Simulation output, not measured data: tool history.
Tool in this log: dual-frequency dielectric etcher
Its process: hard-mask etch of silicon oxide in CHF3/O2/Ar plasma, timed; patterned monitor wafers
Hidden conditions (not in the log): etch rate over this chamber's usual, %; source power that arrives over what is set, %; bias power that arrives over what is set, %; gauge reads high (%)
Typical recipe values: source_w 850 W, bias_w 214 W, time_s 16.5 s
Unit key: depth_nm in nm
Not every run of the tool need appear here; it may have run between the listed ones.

| run | hour | source_w | bias_w | time_s | wafers since the last listed run | hours since the last wet clean | hours since the last source power generator calibration | hours since the last bias power generator calibration | hours since the last upper electrode change | hours since the gauge calibration | read-back reference wafer on the same gauge, depth_nm | depth_nm |
|---|---|---|---|---|---|---|---|---|---|---|---|---|
| 1 | 0.0 | 850 | 214 | 16.5 | 0 | 207.8 | 2176.9 | 2945.3 | 3246.4 | 1808.3 | 36.60 | 41.51 |
| 2 | 56.5 | 850 | 214 | 16.5 | 830 | 264.3 | 2233.4 | 3001.8 | 3302.9 | 1864.8 | 36.66 | 41.78 |
| 3 | 107.1 | 850 | 232 | 16.5 | 743 | 314.9 | 2284.0 | 3052.4 | 3353.5 | 1915.4 | 36.64 | 42.54 |
| 4 | 176.0 | 850 | 214 | 16.5 | 1012 | 383.8 | 2352.9 | 3121.3 | 3422.4 | 1984.3 | 36.54 | 42.01 |
|  | 226.1 | wet clean of the chamber |
| 5 | 250.5 | 850 | 214 | 16.5 | 742 | 24.4 | 2427.4 | 3195.8 | 3496.9 | 2058.8 | 36.61 | 40.97 |
| 6 | 531.5 | 850 | 214 | 16.5 | 4130 | 305.4 | 2708.4 | 3476.8 | 3777.9 | 2339.8 | 36.64 | 41.55 |
| 7 | 572.9 | 850 | 214 | 16.5 | 608 | 346.8 | 2749.8 | 3518.2 | 3819.3 | 2381.2 | 36.68 | 41.58 |
| 8 | 663.6 | 850 | 214 | 16.5 | 1333 | 437.5 | 2840.5 | 3608.9 | 3910.0 | 2471.9 | 36.60 | 42.01 |
| 9 | 719.1 | 850 | 255 | 16.5 | 815 | 493.0 | 2896.0 | 3664.4 | 3965.5 | 2527.4 | 36.59 | 44.16 |
|  | 749.2 | wet clean of the chamber |
|  | 757.6 | source power generator calibrated |
| 10 | 774.6 | 850 | 255 | 16.5 | 404 | 25.4 | 17.0 | 3719.9 | 4021.0 | 2582.9 | 36.66 | 43.25 |
|  | 821.2 | gauge calibrated |
| 11 | 880.3 | 850 | 255 | 16.5 | 1553 | 131.1 | 122.7 | 3825.6 | 4126.7 | 59.1 | 36.60 | 43.77 |
|  | 932.2 | upper electrode replaced, of another model than before |
| 12 | 973.5 | 980 | 214 | 16.5 | 1017 | 224.3 | 215.9 | 3918.8 | 41.3 | 152.3 | 36.51 | 42.75 |
| 13 | 1029.4 | 980 | 214 | 16.5 | 821 | 280.2 | 271.8 | 3974.7 | 97.2 | 208.2 | 36.55 | 42.68 |
| 14 | 1074.9 | 980 | 214 | 16.5 | 668 | 325.7 | 317.3 | 4020.2 | 142.7 | 253.7 | 36.52 | 43.06 |
| 15 | 1168.9 | 850 | 214 | 16.5 | 1381 | 419.7 | 411.3 | 4114.2 | 236.7 | 347.7 | 36.54 | 42.08 |
| 16 | 1265.5 | 990 | 214 | 16.5 | 1419 | 516.3 | 507.9 | 4210.8 | 333.3 | 444.3 | 36.58 | 43.28 |
|  | 1307.9 | wet clean of the chamber |
| 17 | 1358.3 | 850 | 239 | 16.5 | 1011 | 50.4 | 600.7 | 4303.6 | 426.1 | 537.1 | 36.50 | 41.67 |
| 18 | 1412.6 | 670 | 214 | 16.5 | 798 | 104.7 | 655.0 | 4357.9 | 480.4 | 591.4 | 36.58 | 39.79 |
| 19 | 1502.1 | 850 | 194 | 12.0 | 1315 | 194.2 | 744.5 | 4447.4 | 569.9 | 680.9 | 36.59 | 29.34 |
|  | 1514.0 | bias power generator calibrated |
| 20 | 1547.9 | 850 | 214 | 16.5 | 614 | 240.0 | 790.3 | 33.9 | 615.7 | 726.7 | 36.58 | 41.48 |
| 21 | 1611.7 | 750 | 250 | 13.0 | 937 | 303.8 | 854.1 | 97.7 | 679.5 | 790.5 | 36.57 | 33.11 |
| 22 | 1660.3 | 850 | 214 | 16.5 | 714 | 352.4 | 902.7 | 146.3 | 728.1 | 839.1 | 36.70 | 42.03 |
|  | 1741.4 | wet clean of the chamber |
| 23 | 1741.9 | 850 | 214 | 21.0 | 846 | 0.5 | 984.3 | 227.9 | 809.7 | 920.7 | 36.54 | 51.43 |
| 24 | 1817.8 | 730 | 241 | 18.5 | 1115 | 76.4 | 1060.2 | 303.8 | 885.6 | 996.6 | 36.54 | 45.93 |
| 25 | 1855.9 | 850 | 214 | 16.5 | 560 | 114.5 | 1098.3 | 341.9 | 923.7 | 1034.7 | 36.57 | 41.21 |
| 26 | 1896.0 | 1000 | 235 | 16.5 | 589 | 154.6 | 1138.4 | 382.0 | 963.8 | 1074.8 | 36.61 | 42.97 |
| 27 | 1982.5 | 780 | 164 | 20.5 | 1271 | 241.1 | 1224.9 | 468.5 | 1050.3 | 1161.3 | 36.60 | 48.19 |
| 28 | 2051.8 | 850 | 246 | 16.5 | 1018 | 310.4 | 1294.2 | 537.8 | 1119.6 | 1230.6 | 36.61 | 42.46 |
| 29 | 2145.6 | 780 | 214 | 14.5 | 1378 | 404.2 | 1388.0 | 631.6 | 1213.4 | 1324.4 | 36.55 | 36.46 |

Below are 4 alternative next runs, each starting from the tool's condition after run 29. Predict each:
| A | 2146.0 | 850 | 214 | 16.5 | 5 | 404.6 | 1388.4 | 632.0 | 1213.8 | 1324.8 | ? | ? |
| B | 2146.0 | 850 | 198 | 12.5 | 5 | 404.6 | 1388.4 | 632.0 | 1213.8 | 1324.8 | ? | ? |
| C | 2146.0 | 850 | 243 | 21.0 | 5 | 404.6 | 1388.4 | 632.0 | 1213.8 | 1324.8 | ? | ? |
| D | 2146.0 | 930 | 250 | 19.5 | 5 | 404.6 | 1388.4 | 632.0 | 1213.8 | 1324.8 | ? | ? |

| run | read-back reference wafer on the same gauge, depth_nm | depth_nm |
|---|---|---|
| A | 36.65 | 41.60 |
| B | 36.65 | 31.09 |
| C | 36.65 | 54.22 |
| D | 36.65 | 51.41 |
Had the tool no hidden state, the same runs would have come out as:
| run | depth_nm |
|---|---|
| A | 40.78 |
| B | 30.48 |
| C | 53.16 |
| D | 50.40 |
